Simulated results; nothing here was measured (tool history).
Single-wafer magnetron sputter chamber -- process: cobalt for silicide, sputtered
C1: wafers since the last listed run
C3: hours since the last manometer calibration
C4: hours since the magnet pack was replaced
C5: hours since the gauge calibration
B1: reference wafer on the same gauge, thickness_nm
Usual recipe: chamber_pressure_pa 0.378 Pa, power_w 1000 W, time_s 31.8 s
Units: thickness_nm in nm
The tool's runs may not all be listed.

Run 1, hour 0.0: usual settings but time_s 27.6 s; C1 0; wafers on the sputter target 4121; C3 1365.4; C4 8221.3; C5 1271.0; B1 13.591. Result: thickness_nm 13.003 nm.
Run 2, hour 64.1: usual settings; C1 1177; wafers on the sputter target 5299; C3 1429.5; C4 8285.4; C5 1335.1; B1 13.593. Result: thickness_nm 14.992 nm.
Run 3, hour 94.6: usual settings; C1 560; wafers on the sputter target 5859; C3 1460.0; C4 8315.9; C5 1365.6; B1 13.592. Result: thickness_nm 14.822 nm.
At hour 115.2: sputter target and shields replaced.
Run 4, hour 160.8: usual settings but chamber_pressure_pa 0.415 Pa; C1 1068; wafers on the sputter target 838; C3 1526.2; C4 8382.1; C5 1431.8; B1 13.599. Result: thickness_nm 15.023 nm.
Run 5, hour 229.8: usual settings but time_s 35.7 s; C1 1267; wafers on the sputter target 2105; C3 1595.2; C4 8451.1; C5 1500.8; B1 13.597. Result: thickness_nm 16.984 nm.
Run 6, hour 285.5: usual settings but time_s 35.7 s; C1 1022; wafers on the sputter target 3128; C3 1650.9; C4 8506.8; C5 1556.5; B1 13.596. Result: thickness_nm 16.839 nm.
Run 7, hour 343.2: usual settings; C1 1059; wafers on the sputter target 4187; C3 1708.6; C4 8564.5; C5 1614.2; B1 13.603. Result: thickness_nm 14.888 nm.
Run 8, hour 406.3: usual settings; C1 1158; wafers on the sputter target 5346; C3 1771.7; C4 8627.6; C5 1677.3; B1 13.615. Result: thickness_nm 14.828 nm.
Run 9, hour 436.7: usual settings but chamber_pressure_pa 0.299 Pa, time_s 30.4 s; C1 558; wafers on the sputter target 5904; C3 1802.1; C4 8658.0; C5 1707.7; B1 13.597. Result: thickness_nm 14.404 nm.
Run 10, hour 508.6: usual settings but chamber_pressure_pa 0.299 Pa, time_s 30.4 s; C1 1320; wafers on the sputter target 7225; C3 1874.0; C4 8729.9; C5 1779.6; B1 13.594. Result: thickness_nm 14.260 nm.
At hour 519.4: sputter target and shields replaced.
Run 11, hour 580.3: usual settings but chamber_pressure_pa 0.299 Pa, time_s 30.4 s; C1 1169; wafers on the sputter target 1118; C3 1945.7; C4 8801.6; C5 1851.3; B1 13.605. Result: thickness_nm 14.976 nm.
Run 12, hour 614.9: usual settings; C1 635; wafers on the sputter target 1753; C3 1980.3; C4 8836.2; C5 1885.9; B1 13.619. Result: thickness_nm 15.242 nm.
Run 13, hour 647.0: usual settings; C1 589; wafers on the sputter target 2343; C3 2012.4; C4 8868.3; C5 1918.0; B1 13.603. Result: thickness_nm 15.192 nm.
Run 14, hour 696.9: usual settings; C1 916; wafers on the sputter target 3259; C3 2062.3; C4 8918.2; C5 1967.9; B1 13.598. Result: thickness_nm 15.000 nm.
Run 15, hour 744.7: usual settings; C1 877; wafers on the sputter target 4137; C3 2110.1; C4 8966.0; C5 2015.7; B1 13.614. Result: thickness_nm 15.017 nm.
Run 16, hour 787.1: usual settings; C1 778; wafers on the sputter target 4916; C3 2152.5; C4 9008.4; C5 2058.1; B1 13.583. Result: thickness_nm 14.970 nm.
Run 17, hour 822.2: usual settings; C1 644; wafers on the sputter target 5560; C3 2187.6; C4 9043.5; C5 2093.2; B1 13.600. Result: thickness_nm 14.916 nm.
Run 18, hour 873.5: usual settings; C1 942; wafers on the sputter target 6502; C3 2238.9; C4 9094.8; C5 2144.5; B1 13.594. Result: thickness_nm 14.844 nm.
Run 19, hour 920.9: usual settings but chamber_pressure_pa 0.515 Pa, power_w 1150 W, time_s 38.0 s; C1 870; wafers on the sputter target 7373; C3 2286.3; C4 9142.2; C5 2191.9; B1 13.575. Result: thickness_nm 19.403 nm.
At hour 932.5: sputter target and shields replaced.
Run 20, hour 958.7: usual settings; C1 547; wafers on the sputter target 481; C3 2324.1; C4 9180.0; C5 2229.7; B1 13.600. Result: thickness_nm 15.312 nm.
At hour 999.1: gauge calibrated.
Run 21, hour 1021.3: usual settings but power_w 850 W; C1 1149; wafers on the sputter target 1630; C3 2386.7; C4 9242.6; C5 22.2; B1 13.565. Result: thickness_nm 12.864 nm.
At hour 1064.2: magnet pack replaced.
Run 22, hour 1075.8: usual settings but chamber_pressure_pa 0.323 Pa, power_w 1100 W; C1 853; wafers on the sputter target 2484; C3 2441.2; C4 11.6; C5 76.7; B1 13.592. Result: thickness_nm 16.850 nm.
Run 23, hour 1122.3: usual settings but chamber_pressure_pa 0.515 Pa, power_w 1150 W, time_s 34.3 s; C1 853; wafers on the sputter target 3338; C3 2487.7; C4 58.1; C5 123.2; B1 13.595. Result: thickness_nm 17.874 nm.
Run 24, hour 1185.2: usual settings but chamber_pressure_pa 0.240 Pa, power_w 1100 W, time_s 26.7 s; C1 1155; wafers on the sputter target 4493; C3 2550.6; C4 121.0; C5 186.1; B1 13.590. Result: thickness_nm 14.351 nm.
Run 25, hour 1227.9: usual settings but power_w 800 W, time_s 37.0 s; C1 784; wafers on the sputter target 5278; C3 2593.3; C4 163.7; C5 228.8; B1 13.611. Result: thickness_nm 13.788 nm.
Run 26, hour 1270.3: usual settings but power_w 1100 W; C1 778; wafers on the sputter target 6056; C3 2635.7; C4 206.1; C5 271.2; B1 13.603. Result: thickness_nm 16.187 nm.
At hour 1311.2: sputter target and shields replaced.
At hour 1317.9: capacitance manometer re-zeroed and calibrated.
Run 27, hour 1318.4: usual settings but chamber_pressure_pa 0.504 Pa, power_w 1200 W, time_s 33.6 s; C1 614; wafers on the sputter target 9; C3 0.5; C4 254.2; C5 319.3; B1 13.597. Result: thickness_nm 18.720 nm.
Run 28, hour 1380.4: usual settings but power_w 850 W, time_s 36.0 s; C1 1138; wafers on the sputter target 1148; C3 62.5; C4 316.2; C5 381.3; B1 13.599. Result: thickness_nm 14.750 nm.
Run 29, hour 1406.3: usual settings; C1 475; wafers on the sputter target 1624; C3 88.4; C4 342.1; C5 407.2; B1 13.597. Result: thickness_nm 15.239 nm.
Run 30, hour 1471.0: usual settings but chamber_pressure_pa 0.504 Pa, power_w 1200 W, time_s 33.6 s; C1 1188; wafers on the sputter target 2812; C3 153.1; C4 406.8; C5 471.9; B1 13.625. Result: thickness_nm 18.551 nm.
Run 31, hour 1499.6: usual settings but time_s 34.1 s; C1 525; wafers on the sputter target 3337; C3 181.7; C4 435.4; C5 500.5; B1 13.592. Result: thickness_nm 16.095 nm.
Run 32, hour 1537.5: usual settings but time_s 29.4 s; C1 696; wafers on the sputter target 4033; C3 219.6; C4 473.3; C5 538.4; B1 13.581. Result: thickness_nm 13.830 nm.
Run 33, hour 1592.4: usual settings but chamber_pressure_pa 0.244 Pa, power_w 1150 W; C1 1008; wafers on the sputter target 5041; C3 274.5; C4 528.2; C5 593.3; B1 13.592. Result: thickness_nm 18.020 nm.
Run 34, hour 1622.5: usual settings but chamber_pressure_pa 0.296 Pa, power_w 900 W, time_s 35.4 s; C1 552; wafers on the sputter target 5594; C3 304.6; C4 558.3; C5 623.4; B1 13.610. Result: thickness_nm 15.187 nm.
Run 35, hour 1647.9: usual settings; C1 466; wafers on the sputter target 6061; C3 330.0; C4 583.7; C5 648.8; B1 13.585. Result: thickness_nm 14.875 nm.
Run 36, hour 1679.0: usual settings but chamber_pressure_pa 0.248 Pa, time_s 37.0 s; C1 571; wafers on the sputter target 6632; C3 361.1; C4 614.8; C5 679.9; B1 13.604. Result: thickness_nm 17.826 nm.

Predict each of these 3 candidate next runs independently; none follows another, all start after run 36:
Run A, hour 1679.4: usual settings but time_s 26.2 s; C1 7; wafers on the sputter target 6639; C3 361.5; C4 615.2; C5 680.3; B1 ?. Result: thickness_nm ?.
Run B, hour 1679.4: usual settings but chamber_pressure_pa 0.485 Pa, power_w 800 W, time_s 26.0 s; C1 7; wafers on the sputter target 6639; C3 361.5; C4 615.2; C5 680.3; B1 ?. Result: thickness_nm ?.
Run C, hour 1679.4: usual settings but power_w 750 W; C1 7; wafers on the sputter target 6639; C3 361.5; C4 615.2; C5 680.3; B1 ?. Result: thickness_nm ?.

run      B1  thickness_nm
  A  13.600        12.182
  B  13.600         9.369
  C  13.600        11.089
Without the tool's hidden state the same runs would have given:
run  thickness_nm
  A        12.699
  B         9.767
  C        11.560
